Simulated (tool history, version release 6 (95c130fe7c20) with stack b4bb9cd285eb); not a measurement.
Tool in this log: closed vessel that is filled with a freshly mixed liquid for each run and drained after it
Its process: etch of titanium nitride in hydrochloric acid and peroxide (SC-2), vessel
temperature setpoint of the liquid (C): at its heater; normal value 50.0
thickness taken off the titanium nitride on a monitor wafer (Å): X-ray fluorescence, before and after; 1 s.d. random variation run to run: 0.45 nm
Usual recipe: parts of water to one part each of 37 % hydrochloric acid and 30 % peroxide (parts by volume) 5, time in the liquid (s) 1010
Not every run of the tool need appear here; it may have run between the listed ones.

run,hour,temperature setpoint of the liquid (C),parts of water to one part each of 37 % hydrochloric acid and 30 % peroxide (parts by volume),time in the liquid (s),wafers since the last listed run,hours since the thermometer was replaced,hours since the chemicals flow meter was replaced,hours since the drum of peroxide was connected,hours since the gauge calibration,"read-back film thickness of the titanium nitride reference wafer, read on the same gauge (nm)",thickness taken off the titanium nitride on a monitor wafer (Å)
1,0.0,50.0,5,1010,0,452.3,2264.7,544.7,938.6,49.98,527.4
# hour 35.1: new drum of peroxide connected
2,173.0,50.0,5,570,7407,625.3,2437.7,137.9,1111.6,49.98,308.2
3,241.8,50.0,5,570,2963,694.1,2506.5,206.7,1180.4,49.94,306.3
4,296.3,50.0,5,570,2347,748.6,2561.0,261.2,1234.9,49.98,310.2
5,321.1,50.0,5,1010,1068,773.4,2585.8,286.0,1259.7,49.96,549.9
# hour 348.6: gauge calibrated
# hour 354.5: chemicals flow meter replaced
# hour 384.7: thermometer replaced
6,392.1,50.0,5,1010,2971,7.4,37.6,357.0,43.5,49.97,531.3
7,416.6,50.0,5,1010,1055,31.9,62.1,381.5,68.0,49.94,536.3
8,477.3,50.0,5,1010,2614,92.6,122.8,442.2,128.7,50.05,538.2
9,557.4,50.0,5,1010,3449,172.7,202.9,522.3,208.8,50.00,537.9
10,622.5,50.0,5,1010,2803,237.8,268.0,587.4,273.9,50.01,525.2
# hour 669.3: new drum of peroxide connected
11,681.8,50.0,5,570,2510,297.1,327.3,12.5,333.2,49.99,313.1
12,716.6,55.0,5,1010,1498,331.9,362.1,47.3,368.0,50.02,756.9
13,743.5,50.0,5,1010,1158,358.8,389.0,74.2,394.9,50.03,547.8

Run 14 has not been measured yet. What should we expect?
14,794.4,55.5,5,1185,2192,409.7,439.9,125.1,445.8,?,?

read-back film thickness of the titanium nitride reference wafer, read on the same gauge (nm): 49.96
thickness taken off the titanium nitride on a monitor wafer (Å): 921.1
With the hidden condition absent and the run-to-run variation left alone, this run would have shown thickness taken off the titanium nitride on a monitor wafer (Å) 935.9.
